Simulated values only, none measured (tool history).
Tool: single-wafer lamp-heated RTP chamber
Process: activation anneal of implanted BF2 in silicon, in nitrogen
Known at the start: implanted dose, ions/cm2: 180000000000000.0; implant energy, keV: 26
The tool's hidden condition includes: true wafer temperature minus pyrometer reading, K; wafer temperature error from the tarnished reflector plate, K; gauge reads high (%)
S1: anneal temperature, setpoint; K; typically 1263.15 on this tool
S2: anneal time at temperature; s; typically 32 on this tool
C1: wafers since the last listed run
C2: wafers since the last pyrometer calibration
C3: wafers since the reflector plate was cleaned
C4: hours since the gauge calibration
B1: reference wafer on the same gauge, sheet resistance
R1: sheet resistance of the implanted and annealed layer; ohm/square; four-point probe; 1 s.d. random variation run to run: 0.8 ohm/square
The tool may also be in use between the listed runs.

Run 1, day 0.000: usual settings; C1 0; C2 3934; C3 3944; C4 437.9; B1 474.99. Result: R1 530.97 ohm/square.
Run 2, day 2.462: usual settings; C1 1022; C2 4957; C3 4967; C4 497.0; B1 475.11. Result: R1 531.02 ohm/square.
At day 2.904: pyrometer window cleaned and pyrometer calibrated.
Run 3, day 4.662: usual settings; C1 775; C2 730; C3 5742; C4 549.8; B1 474.89. Result: R1 530.94 ohm/square.
At day 5.288: reflector plate cleaned.
Run 4, day 7.638: usual settings but S2 25 s; C1 1097; C2 1828; C3 975; C4 621.2; B1 475.04. Result: R1 531.56 ohm/square.
Run 5, day 10.567: usual settings but S2 25 s; C1 1216; C2 3044; C3 2192; C4 691.5; B1 475.01. Result: R1 532.37 ohm/square.
Run 6, day 11.838: usual settings but S2 25 s; C1 527; C2 3572; C3 2720; C4 722.0; B1 474.88. Result: R1 532.03 ohm/square.
At day 17.171: reflector plate cleaned.
At day 17.608: pyrometer window cleaned and pyrometer calibrated.
Run 7, day 17.629: usual settings; C1 2128; C2 9; C3 52; C4 861.0; B1 474.97. Result: R1 531.37 ohm/square.
Run 8, day 18.792: usual settings; C1 482; C2 491; C3 535; C4 888.9; B1 475.00. Result: R1 530.31 ohm/square.
Run 9, day 20.871: usual settings; C1 863; C2 1355; C3 1399; C4 938.8; B1 474.95. Result: R1 530.43 ohm/square.
Run 10, day 22.667: usual settings but S1 1275.15 K; C1 745; C2 2101; C3 2145; C4 981.9; B1 474.99. Result: R1 526.97 ohm/square.
Run 11, day 25.617: usual settings but S1 1275.15 K; C1 1225; C2 3327; C3 3370; C4 1052.7; B1 475.01. Result: R1 529.56 ohm/square.
At day 26.954: gauge calibrated.
Run 12, day 28.583: usual settings but S2 21 s; C1 1232; C2 4559; C3 4603; C4 39.1; B1 474.99. Result: R1 534.03 ohm/square.
At day 29.204: pyrometer window cleaned and pyrometer calibrated.
Run 13, day 29.867: usual settings but S2 21 s; C1 394; C2 274; C3 4997; C4 69.9; B1 474.99. Result: R1 533.02 ohm/square.
At day 32.446: reflector plate cleaned.
Run 14, day 32.483: usual settings; C1 948; C2 1223; C3 15; C4 132.7; B1 474.98. Result: R1 529.14 ohm/square.
Run 15, day 35.046: usual settings; C1 1064; C2 2287; C3 1079; C4 194.2; B1 474.97. Result: R1 530.42 ohm/square.
Run 16, day 36.233: usual settings; C1 493; C2 2781; C3 1573; C4 222.7; B1 475.00. Result: R1 530.14 ohm/square.
Run 17, day 38.638: usual settings but S1 1246.15 K, S2 22 s; C1 998; C2 3779; C3 2571; C4 280.4; B1 474.92. Result: R1 539.12 ohm/square.
Run 18, day 40.812: usual settings but S1 1246.15 K, S2 41 s; C1 903; C2 4683; C3 3475; C4 332.6; B1 474.93. Result: R1 535.56 ohm/square.
At day 41.612: pyrometer window cleaned and pyrometer calibrated.
Run 19, day 42.354: usual settings; C1 501; C2 307; C3 3977; C4 369.6; B1 474.99. Result: R1 530.74 ohm/square.
Run 20, day 43.738: usual settings but S1 1286.15 K, S2 44 s; C1 574; C2 881; C3 4551; C4 402.8; B1 474.93. Result: R1 524.21 ohm/square.
Run 21, day 45.050: usual settings; C1 545; C2 1427; C3 5097; C4 434.3; B1 474.99. Result: R1 531.29 ohm/square.
Run 22, day 46.212: usual settings but S1 1243.15 K; C1 482; C2 1910; C3 5579; C4 462.2; B1 475.00. Result: R1 538.98 ohm/square.
At day 47.175: reflector plate cleaned.
Run 23, day 48.296: usual settings but S1 1280.15 K, S2 46 s; C1 726; C2 2637; C3 465; C4 512.2; B1 474.99. Result: R1 523.41 ohm/square.
Run 24, day 49.617: usual settings but S2 48 s; C1 548; C2 3185; C3 1013; C4 543.9; B1 475.05. Result: R1 527.23 ohm/square.
Run 25, day 50.708: usual settings but S1 1236.15 K, S2 48 s; C1 453; C2 3639; C3 1467; C4 570.1; B1 474.95. Result: R1 542.47 ohm/square.
Run 26, day 53.175: usual settings but S2 39 s; C1 1024; C2 4663; C3 2491; C4 629.3; B1 475.02. Result: R1 528.99 ohm/square.
At day 55.042: pyrometer window cleaned and pyrometer calibrated.
Run 27, day 55.821: usual settings; C1 960; C2 323; C3 3452; C4 692.8; B1 475.03. Result: R1 531.07 ohm/square.
Run 28, day 57.792: usual settings but S1 1290.15 K, S2 40 s; C1 818; C2 1142; C3 4271; C4 740.1; B1 474.91. Result: R1 524.02 ohm/square.
At day 59.408: reflector plate cleaned.
Run 29, day 59.817: usual settings; C1 702; C2 1844; C3 170; C4 788.7; B1 474.98. Result: R1 530.32 ohm/square.
Run 30, day 61.700: usual settings but S2 25 s; C1 782; C2 2627; C3 952; C4 833.9; B1 474.97. Result: R1 532.11 ohm/square.
At day 62.796: gauge calibrated.
Run 31, day 63.354: usual settings but S1 1242.15 K, S2 15 s; C1 687; C2 3314; C3 1639; C4 13.4; B1 475.12. Result: R1 546.48 ohm/square.
Run 32, day 65.229: usual settings but S2 44 s; C1 778; C2 4093; C3 2418; C4 58.4; B1 475.18. Result: R1 529.19 ohm/square.
Run 33, day 66.617: usual settings but S1 1250.15 K, S2 17 s; C1 576; C2 4669; C3 2995; C4 91.7; B1 474.99. Result: R1 538.79 ohm/square.

Describe how what the log doesn't record of the tool's condition differs between the last listed run preceding each entry between runs and the first listed run following it.
Run 2 -> run 3: pyrometer window cleaned and pyrometer calibrated (day 2.904)
  nothing in the hidden state changes from one run to the other
Run 3 -> run 4: reflector plate cleaned (day 5.288)
  nothing in the hidden state changes from one run to the other
Run 6 -> run 7: reflector plate cleaned (day 17.171); pyrometer window cleaned and pyrometer calibrated (day 17.608)
  nothing in the hidden state changes from one run to the other
Run 11 -> run 12: gauge calibrated (day 26.954)
  nothing in the hidden state changes from one run to the other
Run 12 -> run 13: pyrometer window cleaned and pyrometer calibrated (day 29.204)
  nothing in the hidden state changes from one run to the other
Run 13 -> run 14: reflector plate cleaned (day 32.446)
  nothing in the hidden state changes from one run to the other
Run 18 -> run 19: pyrometer window cleaned and pyrometer calibrated (day 41.612)
  nothing in the hidden state changes from one run to the other
Run 22 -> run 23: reflector plate cleaned (day 47.175)
  nothing in the hidden state changes from one run to the other
Run 26 -> run 27: pyrometer window cleaned and pyrometer calibrated (day 55.042)
  nothing in the hidden state changes from one run to the other
Run 28 -> run 29: reflector plate cleaned (day 59.408)
  nothing in the hidden state changes from one run to the other
Run 30 -> run 31: gauge calibrated (day 62.796)
  nothing in the hidden state changes from one run to the other
